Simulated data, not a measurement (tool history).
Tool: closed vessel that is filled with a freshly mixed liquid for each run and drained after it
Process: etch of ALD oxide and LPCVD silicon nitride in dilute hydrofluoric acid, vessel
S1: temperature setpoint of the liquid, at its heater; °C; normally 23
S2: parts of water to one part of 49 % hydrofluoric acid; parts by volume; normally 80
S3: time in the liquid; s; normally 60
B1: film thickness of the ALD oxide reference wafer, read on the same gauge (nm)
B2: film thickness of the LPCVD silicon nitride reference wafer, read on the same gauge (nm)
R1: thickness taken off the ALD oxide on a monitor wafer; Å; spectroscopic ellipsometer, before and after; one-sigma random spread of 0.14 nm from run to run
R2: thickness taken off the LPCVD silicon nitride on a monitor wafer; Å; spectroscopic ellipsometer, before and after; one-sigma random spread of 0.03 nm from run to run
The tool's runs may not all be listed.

| run | hour | S1 | S2 | S3 | B1 | B2 | R1 | R2 |
|---|---|---|---|---|---|---|---|---|
| 1 | 0 | 22 | 80 | 60 | 130 | 150.002 | 196.4 | 3.78 |
| 2 | 105.2 | 22 | 80 | 60 | 129.98 | 150.012 | 197.7 | 3.18 |
| 3 | 186.5 | 22 | 80 | 60 | 129.98 | 150.02 | 195.3 | 3.39 |
|  | 275.5 | thermometer replaced |
| 4 | 293.2 | 23 | 95 | 60 | 130.01 | 150.014 | 167.7 | 3.22 |
| 5 | 331.7 | 23 | 80 | 60 | 129.96 | 150 | 200.8 | 3.3 |
| 6 | 406.3 | 23 | 80 | 60 | 129.99 | 150.01 | 199.4 | 3.89 |
| 7 | 470.2 | 23 | 80 | 55 | 130.03 | 149.992 | 184.5 | 3.26 |
| 8 | 528.8 | 23 | 80 | 55 | 130 | 150 | 184.7 | 3.44 |
| 9 | 614 | 23 | 80 | 60 | 129.98 | 149.983 | 197.7 | 3.53 |
| 10 | 704.8 | 23 | 80 | 60 | 130 | 150.004 | 201.2 | 3.88 |
| 11 | 791.3 | 25 | 80 | 60 | 130.04 | 150.006 | 215.6 | 3.65 |
| 12 | 877.9 | 20 | 100 | 60 | 130.01 | 150.005 | 136.7 | 2.75 |
|  | 919.6 | gauge calibrated |
| 13 | 952.3 | 23 | 80 | 85 | 130.01 | 149.993 | 277.2 | 5.64 |
| 14 | 1042.5 | 23 | 115 | 50 | 130.04 | 149.99 | 109.9 | 1.83 |
|  | 1104.9 | thermometer replaced |
| 15 | 1178 | 21.5 | 100 | 75 | 129.99 | 149.999 | 179.4 | 3.55 |
| 16 | 1270.3 | 23 | 80 | 60 | 130.01 | 149.996 | 195.6 | 3.66 |
| 17 | 1373.2 | 23 | 80 | 60 | 130.03 | 150.006 | 193.9 | 3.57 |
|  | 1402.6 | hydrofluoric acid flow meter replaced |
| 18 | 1413.8 | 18.5 | 80 | 35 | 129.97 | 149.996 | 103.2 | 1.67 |
| 19 | 1475.8 | 23 | 80 | 45 | 130.01 | 149.987 | 160.2 | 2.7 |
| 20 | 1521.8 | 21.5 | 100 | 30 | 130 | 149.996 | 78.5 | 1.5 |
| 21 | 1627.4 | 26 | 105 | 45 | 129.97 | 149.993 | 131.7 | 2.52 |
| 22 | 1695.7 | 23 | 80 | 60 | 129.99 | 149.971 | 212.7 | 3.89 |
| 23 | 1753.3 | 19 | 50 | 40 | 130.01 | 149.993 | 197.1 | 2.5 |
| 24 | 1845.9 | 23 | 65 | 40 | 129.95 | 149.987 | 176.1 | 3.47 |
| 25 | 1907.1 | 20 | 55 | 60 | 129.93 | 149.996 | 278.7 | 4.58 |
| 26 | 2097.9 | 21.5 | 100 | 75 | 130 | 150.007 | 189.5 | 3.61 |

What would each run have given without the hidden state, its run-to-run variation left as it was?
The tool's hidden condition here consists of: liquid hotter than its thermometer reads (K); hydrofluoric acid flow below the setpoint (%); gauge reads high (%).
| run | R1 | R2 |
|---|---|---|
| 1 | 205.7 | 3.94 |
| 2 | 208 | 3.33 |
| 3 | 206.1 | 3.56 |
| 4 | 177.8 | 3.39 |
| 5 | 213.1 | 3.48 |
| 6 | 212.2 | 4.11 |
| 7 | 196.7 | 3.46 |
| 8 | 197.5 | 3.65 |
| 9 | 212 | 3.76 |
| 10 | 216.5 | 4.14 |
| 11 | 232.9 | 3.91 |
| 12 | 148.2 | 2.96 |
| 13 | 301.2 | 6.07 |
| 14 | 120.2 | 1.97 |
| 15 | 197 | 3.86 |
| 16 | 215.2 | 3.99 |
| 17 | 214.3 | 3.9 |
| 18 | 103.7 | 1.67 |
| 19 | 161.2 | 2.72 |
| 20 | 79.2 | 1.51 |
| 21 | 133.3 | 2.55 |
| 22 | 215.8 | 3.94 |
| 23 | 200.3 | 2.54 |
| 24 | 179.6 | 3.53 |
| 25 | 284.8 | 4.67 |
| 26 | 195.2 | 3.7 |
